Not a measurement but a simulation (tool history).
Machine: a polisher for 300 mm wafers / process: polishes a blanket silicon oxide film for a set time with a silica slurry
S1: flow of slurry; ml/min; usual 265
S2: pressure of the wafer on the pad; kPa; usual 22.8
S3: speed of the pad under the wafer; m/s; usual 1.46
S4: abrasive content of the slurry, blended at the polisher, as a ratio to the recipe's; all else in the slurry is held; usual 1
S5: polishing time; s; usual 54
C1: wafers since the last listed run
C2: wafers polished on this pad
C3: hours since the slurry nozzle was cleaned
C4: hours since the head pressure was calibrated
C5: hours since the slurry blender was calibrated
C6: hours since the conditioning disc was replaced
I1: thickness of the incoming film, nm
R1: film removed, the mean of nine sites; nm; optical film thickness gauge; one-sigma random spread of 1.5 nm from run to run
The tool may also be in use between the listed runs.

run 1 hour=0 | S1=265 S2=22.8 S3=1.46 S4=1 S5=54 | C1=0 C2=2908 C3=209.5 C4=61.6 C5=166.2 C6=331.6 | I1=1829.2 | R1=136.9
-- hour=18 worn pad replaced by a new one
run 2 hour=29.2 | S1=265 S2=22.8 S3=1.46 S4=1 S5=54 | C1=293 C2=130 C3=238.7 C4=90.8 C5=195.4 C6=360.8 | I1=1778.7 | R1=137.2
-- hour=45.4 conditioning disc replaced and pad reconditioned
-- hour=56 slurry blender recalibrated
run 3 hour=116.1 | S1=265 S2=22.8 S3=1.46 S4=1 S5=39 | C1=965 C2=1095 C3=325.6 C4=177.7 C5=60.1 C6=70.7 | I1=1797.2 | R1=111.3
run 4 hour=131.1 | S1=265 S2=22.8 S3=1.46 S4=1 S5=39 | C1=174 C2=1270 C3=340.6 C4=192.7 C5=75.1 C6=85.7 | I1=1800.3 | R1=111.9
-- hour=134 slurry nozzle cleaned
run 5 hour=143.6 | S1=265 S2=22.8 S3=1.46 S4=1 S5=37 | C1=133 C2=1404 C3=9.6 C4=205.2 C5=87.6 C6=98.2 | I1=1810.9 | R1=104.5
run 6 hour=221.9 | S1=300 S2=22.8 S3=1.46 S4=1.2 S5=54 | C1=911 C2=2316 C3=87.9 C4=283.5 C5=165.9 C6=176.5 | I1=1809.6 | R1=160.5
run 7 hour=236.5 | S1=265 S2=22.8 S3=1.46 S4=1 S5=54 | C1=170 C2=2486 C3=102.5 C4=298.1 C5=180.5 C6=191.1 | I1=1789.1 | R1=149.7
run 8 hour=254.7 | S1=315 S2=22.8 S3=1.46 S4=1 S5=63 | C1=211 C2=2697 C3=120.7 C4=316.3 C5=198.7 C6=209.3 | I1=1807.2 | R1=173.9
run 9 hour=272 | S1=265 S2=22.8 S3=1.46 S4=1 S5=54 | C1=201 C2=2899 C3=138 C4=333.6 C5=216 C6=226.6 | I1=1808.7 | R1=146
-- hour=284.4 worn pad replaced by a new one
run 10 hour=290.6 | S1=265 S2=22.8 S3=1.46 S4=0.85 S5=54 | C1=170 C2=72 C3=156.6 C4=352.2 C5=234.6 C6=245.2 | I1=1784.1 | R1=138.7
run 11 hour=303.2 | S1=265 S2=22.8 S3=1.46 S4=1 S5=54 | C1=146 C2=219 C3=169.2 C4=364.8 C5=247.2 C6=257.8 | I1=1802.5 | R1=147
-- hour=306.7 slurry blender recalibrated
run 12 hour=315.7 | S1=265 S2=26.9 S3=0.94 S4=1 S5=54 | C1=122 C2=341 C3=181.7 C4=377.3 C5=9 C6=270.3 | I1=1785 | R1=125.8
-- hour=336.4 head pressure recalibrated
run 13 hour=345.8 | S1=265 S2=16.5 S3=1.46 S4=1 S5=73 | C1=327 C2=668 C3=211.8 C4=9.4 C5=39.1 C6=300.4 | I1=1787.8 | R1=154.9
run 14 hour=388.3 | S1=265 S2=22.8 S3=1.1 S4=1 S5=43 | C1=494 C2=1163 C3=254.3 C4=51.9 C5=81.6 C6=342.9 | I1=1820.3 | R1=94.2
run 15 hour=408.7 | S1=200 S2=20 S3=1.94 S4=1 S5=54 | C1=237 C2=1401 C3=274.7 C4=72.3 C5=102 C6=363.3 | I1=1788.4 | R1=148.1
-- hour=412.3 conditioning disc replaced and pad reconditioned
-- hour=420.3 slurry nozzle cleaned
run 16 hour=440 | S1=265 S2=29.6 S3=1.46 S4=0.85 S5=54 | C1=329 C2=1730 C3=19.7 C4=103.6 C5=133.3 C6=27.7 | I1=1793.3 | R1=180.1
run 17 hour=461.7 | S1=205 S2=22.8 S3=1.46 S4=0.85 S5=70 | C1=252 C2=1983 C3=41.4 C4=125.3 C5=155 C6=49.4 | I1=1775.1 | R1=182
run 18 hour=477.5 | S1=230 S2=26.9 S3=1.94 S4=1 S5=61 | C1=183 C2=2167 C3=57.2 C4=141.1 C5=170.8 C6=65.2 | I1=1824.8 | R1=239.6
run 19 hour=499.5 | S1=200 S2=17.9 S3=1.46 S4=0.9 S5=41 | C1=256 C2=2423 C3=79.2 C4=163.1 C5=192.8 C6=87.2 | I1=1801 | R1=90.4
-- hour=531.2 slurry blender recalibrated
-- hour=563.6 worn pad replaced by a new one
run 20 hour=585.6 | S1=195 S2=26.2 S3=1.46 S4=0.7 S5=54 | C1=932 C2=256 C3=165.3 C4=249.2 C5=54.4 C6=173.3 | I1=1799.7 | R1=145.6
run 21 hour=619.5 | S1=265 S2=22.8 S3=1.46 S4=1 S5=54 | C1=394 C2=651 C3=199.2 C4=283.1 C5=88.3 C6=207.2 | I1=1827.5 | R1=150.7
run 22 hour=649.7 | S1=265 S2=22.8 S3=1.46 S4=1 S5=63 | C1=351 C2=1002 C3=229.4 C4=313.3 C5=118.5 C6=237.4 | I1=1816.9 | R1=171.8
run 23 hour=671.5 | S1=355 S2=17.2 S3=1.46 S4=1 S5=54 | C1=253 C2=1256 C3=251.2 C4=335.1 C5=140.3 C6=259.2 | I1=1780.1 | R1=122.9
-- hour=705.5 slurry nozzle cleaned
run 24 hour=707 | S1=265 S2=22.8 S3=1.46 S4=1 S5=54 | C1=401 C2=1658 C3=1.5 C4=370.6 C5=175.8 C6=294.7 | I1=1788.1 | R1=141.3
run 25 hour=738.7 | S1=235 S2=22.8 S3=1.08 S4=1 S5=62 | C1=369 C2=2027 C3=33.2 C4=402.3 C5=207.5 C6=326.4 | I1=1782.5 | R1=133.6

4 options for the next run, each taken on its own from the tool as it stands now. Forecast them:
run A hour=739.1 | S1=265 S2=22.8 S3=1.46 S4=1 S5=54 | C1=4 C2=2032 C3=33.6 C4=402.7 C5=207.9 C6=326.8 | I1=1789.7 | R1=?
run B hour=739.1 | S1=295 S2=15.2 S3=1.46 S4=1 S5=54 | C1=4 C2=2032 C3=33.6 C4=402.7 C5=207.9 C6=326.8 | I1=1789.7 | R1=?
run C hour=739.1 | S1=265 S2=20 S3=1.46 S4=0.9 S5=47 | C1=4 C2=2032 C3=33.6 C4=402.7 C5=207.9 C6=326.8 | I1=1789.7 | R1=?
run D hour=739.1 | S1=215 S2=20.7 S3=1.66 S4=1.25 S5=54 | C1=4 C2=2032 C3=33.6 C4=402.7 C5=207.9 C6=326.8 | I1=1789.7 | R1=?

run=A R1=140.8
run=B R1=107.4
run=C R1=108.1
run=D R1=149.8
With no hidden state in the tool, these same runs would have given:
run=A R1=154.8
run=B R1=115.7
run=C R1=118
run=D R1=165.2

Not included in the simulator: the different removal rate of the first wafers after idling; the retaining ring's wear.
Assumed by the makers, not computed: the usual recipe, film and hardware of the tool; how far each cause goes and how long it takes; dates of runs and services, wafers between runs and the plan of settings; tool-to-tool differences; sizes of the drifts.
